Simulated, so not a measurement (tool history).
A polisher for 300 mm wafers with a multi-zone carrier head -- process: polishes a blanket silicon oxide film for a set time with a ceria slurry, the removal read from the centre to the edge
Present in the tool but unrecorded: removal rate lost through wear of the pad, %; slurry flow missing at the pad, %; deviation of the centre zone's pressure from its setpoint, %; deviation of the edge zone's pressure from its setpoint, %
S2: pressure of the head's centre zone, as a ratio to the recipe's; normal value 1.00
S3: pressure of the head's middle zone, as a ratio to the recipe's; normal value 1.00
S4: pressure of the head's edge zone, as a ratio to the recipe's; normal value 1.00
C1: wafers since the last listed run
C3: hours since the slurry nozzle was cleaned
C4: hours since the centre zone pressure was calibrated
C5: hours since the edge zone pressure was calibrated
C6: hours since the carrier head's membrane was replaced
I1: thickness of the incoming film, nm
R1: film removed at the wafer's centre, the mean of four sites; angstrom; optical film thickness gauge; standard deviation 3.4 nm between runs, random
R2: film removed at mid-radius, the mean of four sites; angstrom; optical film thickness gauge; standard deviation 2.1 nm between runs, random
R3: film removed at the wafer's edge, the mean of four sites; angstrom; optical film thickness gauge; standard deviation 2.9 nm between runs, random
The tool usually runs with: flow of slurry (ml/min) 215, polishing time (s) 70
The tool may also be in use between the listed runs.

Run 1, hour 0.0: usual settings but S2 1.10, S3 1.05, S4 0.95, polishing time (s) 86; C1 0; wafers polished on this pad 1029; C3 392.9; C4 911.5; C5 75.2; C6 1609.1; I1 1042.3. Result: R1 2915 angstrom, R2 3087 angstrom, R3 3025 angstrom.
Run 2, hour 13.5: usual settings but S2 0.95, S4 0.92; C1 121; wafers polished on this pad 1151; C3 406.4; C4 925.0; C5 88.7; C6 1622.6; I1 1053.1. Result: R1 2077 angstrom, R2 2380 angstrom, R3 2424 angstrom.
At hour 24.2: worn pad replaced by a new one.
Run 3, hour 24.7: usual settings but flow of slurry (ml/min) 285, S3 1.07, S4 0.90, polishing time (s) 93; C1 64; wafers polished on this pad 4; C3 417.6; C4 936.2; C5 99.9; C6 1633.8; I1 1016.6. Result: R1 3115 angstrom, R2 3550 angstrom, R3 3293 angstrom.
Run 4, hour 32.3: usual settings but S2 0.92; C1 68; wafers polished on this pad 72; C3 425.2; C4 943.8; C5 107.5; C6 1641.4; I1 1015.0. Result: R1 1907 angstrom, R2 2418 angstrom, R3 2447 angstrom.
Run 5, hour 38.5: usual settings but S2 0.96, S3 0.96; C1 55; wafers polished on this pad 128; C3 431.4; C4 950.0; C5 113.7; C6 1647.6; I1 1050.4. Result: R1 2042 angstrom, R2 2348 angstrom, R3 2534 angstrom.
At hour 47.2: carrier head's membrane replaced by a new one.
At hour 51.9: centre zone pressure recalibrated.
Run 6, hour 52.5: usual settings but flow of slurry (ml/min) 240, S2 0.92, S4 1.10; C1 63; wafers polished on this pad 191; C3 445.4; C4 0.6; C5 127.7; C6 5.3; I1 1031.5. Result: R1 2255 angstrom, R2 2426 angstrom, R3 2679 angstrom.
Run 7, hour 58.5: usual settings; C1 54; wafers polished on this pad 245; C3 451.4; C4 6.6; C5 133.7; C6 11.3; I1 1029.1. Result: R1 2338 angstrom, R2 2382 angstrom, R3 2515 angstrom.
Run 8, hour 72.7: usual settings but flow of slurry (ml/min) 285, S4 1.07, polishing time (s) 91; C1 127; wafers polished on this pad 373; C3 465.6; C4 20.8; C5 147.9; C6 25.5; I1 1019.1. Result: R1 3328 angstrom, R2 3211 angstrom, R3 3519 angstrom.
Run 9, hour 79.8: usual settings but flow of slurry (ml/min) 285, S4 0.88; C1 63; wafers polished on this pad 437; C3 472.7; C4 27.9; C5 155.0; C6 32.6; I1 1011.3. Result: R1 2519 angstrom, R2 2489 angstrom, R3 2424 angstrom.
Run 10, hour 89.0: usual settings; C1 82; wafers polished on this pad 520; C3 481.9; C4 37.1; C5 164.2; C6 41.8; I1 1023.7. Result: R1 2330 angstrom, R2 2345 angstrom, R3 2456 angstrom.
Run 11, hour 98.5: usual settings but S2 1.07; C1 85; wafers polished on this pad 605; C3 491.4; C4 46.6; C5 173.7; C6 51.3; I1 1043.2. Result: R1 2525 angstrom, R2 2339 angstrom, R3 2455 angstrom.
At hour 105.5: slurry nozzle cleaned.
Run 12, hour 133.9: usual settings but S3 0.92, polishing time (s) 92; C1 309; wafers polished on this pad 915; C3 28.4; C4 82.0; C5 209.1; C6 86.7; I1 1038.4. Result: R1 3447 angstrom, R2 3186 angstrom, R3 3510 angstrom.
At hour 142.1: worn pad replaced by a new one.
Run 13, hour 148.1: usual settings but flow of slurry (ml/min) 255, S2 1.09, S3 0.93, S4 0.92; C1 91; wafers polished on this pad 54; C3 42.6; C4 96.2; C5 223.3; C6 100.9; I1 1029.5. Result: R1 2937 angstrom, R2 2478 angstrom, R3 2599 angstrom.
Run 14, hour 164.8: usual settings; C1 150; wafers polished on this pad 204; C3 59.3; C4 112.9; C5 240.0; C6 117.6; I1 1034.2. Result: R1 2566 angstrom, R2 2575 angstrom, R3 2616 angstrom.
Run 15, hour 174.3: usual settings but flow of slurry (ml/min) 150, S2 1.12, S4 0.92, polishing time (s) 90; C1 85; wafers polished on this pad 290; C3 68.8; C4 122.4; C5 249.5; C6 127.1; I1 1022.5. Result: R1 3569 angstrom, R2 3030 angstrom, R3 3111 angstrom.
Run 16, hour 183.1: usual settings; C1 79; wafers polished on this pad 369; C3 77.6; C4 131.2; C5 258.3; C6 135.9; I1 1029.7. Result: R1 2600 angstrom, R2 2563 angstrom, R3 2637 angstrom.
Run 17, hour 234.7: usual settings but flow of slurry (ml/min) 175; C1 464; wafers polished on this pad 833; C3 129.2; C4 182.8; C5 309.9; C6 187.5; I1 1028.8. Result: R1 2507 angstrom, R2 2462 angstrom, R3 2546 angstrom.
Run 18, hour 250.8: usual settings but S2 1.03, S4 1.05, polishing time (s) 80; C1 144; wafers polished on this pad 978; C3 145.3; C4 198.9; C5 326.0; C6 203.6; I1 1038.4. Result: R1 3025 angstrom, R2 2850 angstrom, R3 3111 angstrom.
Run 19, hour 265.6: usual settings but flow of slurry (ml/min) 185, S4 1.06; C1 133; wafers polished on this pad 1111; C3 160.1; C4 213.7; C5 340.8; C6 218.4; I1 1015.2. Result: R1 2491 angstrom, R2 2489 angstrom, R3 2656 angstrom.
At hour 273.1: worn pad replaced by a new one.
Run 20, hour 275.9: usual settings; C1 56; wafers polished on this pad 25; C3 170.4; C4 224.0; C5 351.1; C6 228.7; I1 1034.2. Result: R1 2556 angstrom, R2 2540 angstrom, R3 2634 angstrom.
Run 21, hour 284.9: usual settings but flow of slurry (ml/min) 240; C1 81; wafers polished on this pad 106; C3 179.4; C4 233.0; C5 360.1; C6 237.7; I1 1013.9. Result: R1 2563 angstrom, R2 2563 angstrom, R3 2617 angstrom.
Run 22, hour 297.4: usual settings but S2 0.96, S4 0.94; C1 112; wafers polished on this pad 218; C3 191.9; C4 245.5; C5 372.6; C6 250.2; I1 1027.2. Result: R1 2421 angstrom, R2 2509 angstrom, R3 2553 angstrom.

What the log doesn't show, run by run:
removal rate lost through wear of the pad, %: 0 across all the runs
deviation of the edge zone's pressure from its setpoint, %: 0 across all the runs
H1: slurry flow missing at the pad, %
H2: deviation of the centre zone's pressure from its setpoint, %
run    H1      H2
  1  37.9   -11.6
  2  38.9     -12
  3  39.7   -12.3
  4  40.3   -12.5
  5  40.7   -12.7
  6  41.7  -0.961
  7  42.2  -0.962
  8  43.2  -0.968
  9  43.7  -0.973
 10  44.4  -0.982
 11  45.1  -0.995
 12   9.5   -1.06
 13  10.5    -1.1
 14  11.7   -1.16
 15  12.4   -1.19
 16  13.1   -1.22
 17  16.8   -1.47
 18    18   -1.57
 19    19   -1.66
 20  19.8   -1.73
 21  20.4   -1.79
 22  21.3   -1.88
